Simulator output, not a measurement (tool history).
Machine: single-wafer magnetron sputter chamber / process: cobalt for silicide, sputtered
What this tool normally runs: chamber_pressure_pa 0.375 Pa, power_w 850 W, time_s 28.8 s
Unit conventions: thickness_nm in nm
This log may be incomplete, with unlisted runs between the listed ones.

run   hour  chamber_pressure_pa  power_w  time_s  read-back reference wafer on the same gauge, thickness_nm  thickness_nm
  1      0                0.375      850    28.8                                                     12.104        10.982
  2   12.1                0.375      850    28.8                                                     12.099         11.01
  3   25.2                0.375      850    28.8                                                     12.102        11.007
  4   34.4                0.375      850      31                                                     12.104        11.801
  5     50                0.375      850      31                                                     12.101        11.774
  6   64.8                0.375      850      31                                                       12.1        11.738
  7   74.5                0.375      850      32                                                     12.095        12.158
  8   90.5                0.375      700    28.8                                                     12.096         9.127
  9  102.9                0.375      850    28.8                                                       12.1        10.911
 10  117.8                0.375      850    25.3                                                     12.104         9.569
 11  124.5                0.375      850    28.8                                                     12.102        10.806
 12  137.5                0.375      850    28.8                                                     12.097         10.81
 13  150.9                0.375      850    28.8                                                     12.101        10.797
 14  167.5                0.375      850    28.8                                                     12.099        10.766
     177.9  -- sputter target and shields replaced
 15  178.4                0.375      850    28.8                                                     12.102        11.109
 16  186.5                0.235     1050    23.7                                                     12.097        11.493
     199.8  -- capacitance manometer re-zeroed and calibrated
 17  200.4                0.298      750    30.4                                                     12.096        10.659
 18  206.9                0.312      850    26.7                                                     12.107        10.404
 19  224.1                0.419      950    26.6                                                     12.101        11.162
 20  240.2                0.375      850    23.4                                                     12.095          8.96

Run 21 is up next; what results do you expect?
 21  256.7                0.375      650      34                                                          ?             ?

{"run 21": {"read-back reference wafer on the same gauge, thickness_nm": 12.105, "thickness_nm": 10.173}}
Were there no unlogged condition in the tool, this run, its random variation unchanged, would have produced thickness_nm 10.296 nm.
